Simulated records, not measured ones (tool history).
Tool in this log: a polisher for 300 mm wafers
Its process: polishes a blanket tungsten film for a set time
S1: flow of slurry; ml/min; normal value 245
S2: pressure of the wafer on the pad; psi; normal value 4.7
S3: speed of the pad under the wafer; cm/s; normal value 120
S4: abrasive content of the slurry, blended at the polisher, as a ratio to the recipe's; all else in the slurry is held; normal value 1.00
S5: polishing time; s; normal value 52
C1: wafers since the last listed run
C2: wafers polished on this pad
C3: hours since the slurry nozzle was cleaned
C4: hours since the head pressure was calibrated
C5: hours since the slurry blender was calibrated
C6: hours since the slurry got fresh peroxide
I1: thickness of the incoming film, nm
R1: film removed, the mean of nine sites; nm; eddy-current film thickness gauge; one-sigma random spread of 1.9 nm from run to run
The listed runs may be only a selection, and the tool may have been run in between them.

run   hour   S1   S2   S3    S4  S5   C1    C2     C3     C4     C5     C6      I1     R1
  1    0.0  245  5.8  120  1.10  52    0   846  329.3  201.7  220.8   61.5  1026.1  372.4
  2   34.4  245  4.7  120  1.00  52  196  1043  363.7  236.1  255.2   95.9  1045.3  297.5
      83.8  -- worn pad replaced by a new one
  3   97.5  245  4.7  120  1.00  52  337    78  426.8  299.2  318.3  159.0  1046.8  305.6
  4  132.2  245  4.7  120  1.00  52  197   276  461.5  333.9  353.0  193.7  1048.5  302.2
  5  157.9  285  4.7   80  0.90  52  146   422  487.2  359.6  378.7  219.4  1038.1  196.5
     170.3  -- slurry tank refilled with fresh slurry and peroxide
  6  183.4  245  4.7   92  1.00  52  139   562  512.7  385.1  404.2   13.1  1034.6  225.7
  7  210.9  245  4.7   94  1.00  52  156   719  540.2  412.6  431.7   40.6  1026.4  231.0
  8  228.4  300  4.7   88  1.10  68   99   819  557.7  430.1  449.2   58.1  1026.6  293.5
  9  262.9  300  3.8  120  1.00  52  196  1016  592.2  464.6  483.7   92.6  1030.1  244.3
 10  288.9  245  4.7  120  1.00  52  148  1164  618.2  490.6  509.7  118.6  1039.5  289.8
 11  311.4  245  4.7  120  1.00  52  128  1292  640.7  513.1  532.2  141.1  1031.9  292.1
     319.2  -- worn pad replaced by a new one
     322.7  -- slurry blender recalibrated
 12  345.8  245  4.7  120  1.00  52  162   140  675.1  547.5   23.1  175.5  1052.8  302.8
 13  359.4  195  4.7  120  1.00  52   77   217  688.7  561.1   36.7  189.1  1026.0  291.6
     392.2  -- slurry tank refilled with fresh slurry and peroxide
 14  392.7  245  4.7  138  1.00  64  184   401  722.0  594.4   70.0    0.5  1049.2  422.9
 15  404.4  220  4.7   94  1.00  52   66   468  733.7  606.1   81.7   12.2  1048.3  230.5
     426.3  -- slurry nozzle cleaned
 16  428.7  245  3.3  120  1.00  44  132   601    2.4  630.4  106.0   36.5  1038.4  176.8
     445.0  -- head pressure recalibrated
 17  458.2  330  5.1   92  1.20  52  156   758   31.9   13.2  135.5   66.0  1031.2  262.5
 18  493.3  245  4.7  120  1.00  52  200   958   67.0   48.3  170.6  101.1  1050.8  290.4
 19  524.1  285  6.0  120  1.25  38  175  1134   97.8   79.1  201.4  131.9  1042.3  292.0
     545.9  -- worn pad replaced by a new one
 20  558.7  175  4.7  144  1.00  52  174    72  132.4  113.7  236.0  166.5  1025.8  352.4
 21  590.3  245  4.7  152  1.00  43  180   253  164.0  145.3  267.6  198.1  1042.4  317.7
 22  603.8  245  4.7  108  1.00  52   77   330  177.5  158.8  281.1  211.6  1055.8  271.5
     615.6  -- slurry tank refilled with fresh slurry and peroxide
 23  630.5  245  5.4  134  1.20  38  146   476  204.2  185.5  307.8   14.9  1022.3  288.7
 24  655.5  245  4.7  120  1.00  52  142   619  229.2  210.5  332.8   39.9  1041.8  293.5
 25  682.4  290  4.7  120  0.85  52  153   772  256.1  237.4  359.7   66.8  1032.6  290.0
 26  753.7  245  3.3  120  1.00  44  406  1179  327.4  308.7  431.0  138.1  1044.2  174.0

4 ways to go on from here, each from the tool as it stands after run 26. What would each give?
  A  754.1  245  4.7  120  1.00  60   2  1181  327.8  309.1  431.4  138.5  1058.2   ?
  B  754.1  180  4.7  142  1.00  52   2  1181  327.8  309.1  431.4  138.5  1058.2   ?
  C  754.1  270  3.7  120  1.00  67   2  1181  327.8  309.1  431.4  138.5  1058.2   ?
  D  754.1  245  3.9  120  1.00  52   2  1181  327.8  309.1  431.4  138.5  1058.2   ?

run     R1
  A  340.3
  B  333.8
  C  302.8
  D  244.9
Take away the tool's hidden state, keep each run's random variation, and the runs would have read:
run     R1
  A  363.0
  B  356.1
  C  323.0
  D  261.2
